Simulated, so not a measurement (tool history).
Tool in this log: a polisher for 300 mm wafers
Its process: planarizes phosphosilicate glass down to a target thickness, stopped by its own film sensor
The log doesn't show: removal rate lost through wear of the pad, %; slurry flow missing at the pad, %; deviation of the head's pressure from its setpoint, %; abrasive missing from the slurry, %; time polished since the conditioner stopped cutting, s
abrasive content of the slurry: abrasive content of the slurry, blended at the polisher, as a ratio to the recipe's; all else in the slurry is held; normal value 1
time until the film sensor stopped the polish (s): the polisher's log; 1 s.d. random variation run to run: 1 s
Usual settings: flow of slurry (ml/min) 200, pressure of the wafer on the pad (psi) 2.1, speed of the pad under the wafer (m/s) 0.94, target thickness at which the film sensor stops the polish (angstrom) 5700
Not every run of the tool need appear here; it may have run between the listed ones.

run	hour	flow of slurry (ml/min)	pressure of the wafer on the pad (psi)	speed of the pad under the wafer (m/s)	abrasive content of the slurry	target thickness at which the film sensor stops the polish (angstrom)	wafers since the last listed run	wafers polished on this pad	hours since the slurry nozzle was cleaned	hours since the head pressure was calibrated	hours since the slurry blender was calibrated	hours since the conditioning disc was replaced	incoming thickness of the incoming film, nm	time until the film sensor stopped the polish (s)
1	0	200	2.1	0.94	1	5700	0	3823	273	582.9	41.9	233	1048.5	103.1
2	75	200	2.1	0.94	1	5700	1008	4832	348	657.9	116.9	308	1056	107.2
# hour 145.9: worn pad replaced by a new one
3	152	200	2.1	0.94	1	5700	981	82	425	734.9	193.9	385	1070.6	109.8
4	244.7	200	2.1	0.94	1	5700	1246	1329	517.7	827.6	286.6	477.7	1052.8	108.6
# hour 333.4: slurry blender recalibrated
# hour 335: conditioning disc replaced and pad reconditioned
5	348.5	200	2.1	0.94	1	5700	1348	2677	621.5	931.4	15.1	13.5	1068.7	108.1
6	425.4	200	2.1	0.94	1	5700	1034	3711	698.4	1008.3	92	90.4	1056.5	104.6
# hour 437.9: head pressure recalibrated
# hour 492.6: slurry nozzle cleaned
7	521.9	200	2.1	0.94	1	5700	1257	4969	29.3	84	188.5	186.9	1068.7	108.1
# hour 547.8: worn pad replaced by a new one
8	565.6	200	2.1	0.94	1	5700	533	239	73	127.7	232.2	230.6	1068.4	109.8
9	637.4	200	2.1	0.94	1	5700	965	1205	144.8	199.5	304	302.4	1061.5	106.1
10	708.5	200	2.1	0.94	1	5700	956	2161	215.9	270.6	375.1	373.5	1082.2	113.3
# hour 747: slurry blender recalibrated
11	788.4	200	1.7	0.94	1	5700	1047	3209	295.8	350.5	41.4	453.4	1070.9	126.9
12	878	200	2.1	0.94	1	5700	1205	4414	385.4	440.1	131	543	1080.2	115.9
# hour 924.7: worn pad replaced by a new one
# hour 925.7: conditioning disc replaced and pad reconditioned
13	937.7	200	1.7	0.94	1	7260	734	160	445.1	499.8	190.7	12	1067.9	84.1
14	1016.5	200	2.1	0.94	1	5700	1059	1220	523.9	578.6	269.5	90.8	1073.7	110.5
15	1053.4	200	2.1	0.94	1.15	5700	496	1716	560.8	615.5	306.4	127.7	1071	100.9
# hour 1190.4: slurry nozzle cleaned
# hour 1194.9: slurry blender recalibrated
16	1266.8	250	1.4	1.26	1	6730	2829	4546	76.4	828.9	71.9	341.1	1066.8	91.7
# hour 1377.6: worn pad replaced by a new one
# hour 1468: conditioning disc replaced and pad reconditioned
# hour 1515.4: head pressure recalibrated
17	1564	140	2.1	1.16	1	4110	3889	2453	373.6	48.6	369.1	96	1074.8	133.3
# hour 1581.9: slurry blender recalibrated
# hour 1837.4: worn pad replaced by a new one
18	1857.7	200	2.1	0.94	1	5700	3869	272	667.3	342.3	275.8	389.7	1067.8	109.4
19	1924.7	200	1.9	0.94	1	6560	901	1173	734.3	409.3	342.8	456.7	1059.1	93.7
# hour 1945.6: slurry blender recalibrated
20	1991.4	200	1.6	0.94	0.85	5700	870	2044	801	476	45.8	523.4	1069.3	145.7
# hour 2042.7: conditioning disc replaced and pad reconditioned
# hour 2050.7: slurry nozzle cleaned
21	2069	140	2.1	0.84	1	5700	1003	3047	18.3	553.6	123.4	26.3	1064.5	120.1

Entry by entry between the runs, the difference in hidden state between the last listed run before and the first listed run after:
Logged between run 2 and run 3: worn pad replaced by a new one (hour 145.9)
  time polished since the conditioner stopped cutting, s: 59.4 -> 81.3
  what was measured, less what the result would be without the hidden state, time until the film sensor stopped the polish (s): +2.5 -> +3.4
Logged between run 4 and run 5: slurry blender recalibrated (hour 333.4); conditioning disc replaced and pad reconditioned (hour 335)
  time polished since the conditioner stopped cutting, s: 114 -> 17.2
  what was measured, less what the result would be without the hidden state, time until the film sensor stopped the polish (s): +4.7 -> +0.8
Logged between run 6 and run 7: head pressure recalibrated (hour 437.9); slurry nozzle cleaned (hour 492.6)
  time polished since the conditioner stopped cutting, s: 20.5 -> 31.5
  what was measured, less what the result would be without the hidden state, time until the film sensor stopped the polish (s): +0.9 -> +1.4
Logged between run 7 and run 8: worn pad replaced by a new one (hour 547.8)
  time polished since the conditioner stopped cutting, s: 31.5 -> 39
  what was measured, less what the result would be without the hidden state, time until the film sensor stopped the polish (s): +1.4 -> +1.7
Logged between run 10 and run 11: slurry blender recalibrated (hour 747)
  time polished since the conditioner stopped cutting, s: 74.5 -> 102
  what was measured, less what the result would be without the hidden state, time until the film sensor stopped the polish (s): +3.2 -> +4.4
Logged between run 12 and run 13: worn pad replaced by a new one (hour 924.7); conditioning disc replaced and pad reconditioned (hour 925.7)
  time polished since the conditioner stopped cutting, s: 138 -> 4.23
  what was measured, less what the result would be without the hidden state, time until the film sensor stopped the polish (s): +5.9 -> +0.1
Logged between run 15 and run 16: slurry nozzle cleaned (hour 1190.4); slurry blender recalibrated (hour 1194.9)
  time polished since the conditioner stopped cutting, s: 10.9 -> 51.9
  what was measured, less what the result would be without the hidden state, time until the film sensor stopped the polish (s): +0.5 -> +1.8
Logged between run 16 and run 17: worn pad replaced by a new one (hour 1377.6); conditioning disc replaced and pad reconditioned (hour 1468); head pressure recalibrated (hour 1515.4)
  time polished since the conditioner stopped cutting, s: 51.9 -> 4.01
  what was measured, less what the result would be without the hidden state, time until the film sensor stopped the polish (s): +1.8 -> +0.3
Logged between run 17 and run 18: slurry blender recalibrated (hour 1581.9); worn pad replaced by a new one (hour 1837.4)
  time polished since the conditioner stopped cutting, s: 4.01 -> 62.6
  what was measured, less what the result would be without the hidden state, time until the film sensor stopped the polish (s): +0.3 -> +2.7
Logged between run 19 and run 20: slurry blender recalibrated (hour 1945.6)
  time polished since the conditioner stopped cutting, s: 85.9 -> 113
  what was measured, less what the result would be without the hidden state, time until the film sensor stopped the polish (s): +3 -> +5.4
Logged between run 20 and run 21: conditioning disc replaced and pad reconditioned (hour 2042.7); slurry nozzle cleaned (hour 2050.7)
  time polished since the conditioner stopped cutting, s: 113 -> 15.9
  what was measured, less what the result would be without the hidden state, time until the film sensor stopped the polish (s): +5.4 -> +0.7

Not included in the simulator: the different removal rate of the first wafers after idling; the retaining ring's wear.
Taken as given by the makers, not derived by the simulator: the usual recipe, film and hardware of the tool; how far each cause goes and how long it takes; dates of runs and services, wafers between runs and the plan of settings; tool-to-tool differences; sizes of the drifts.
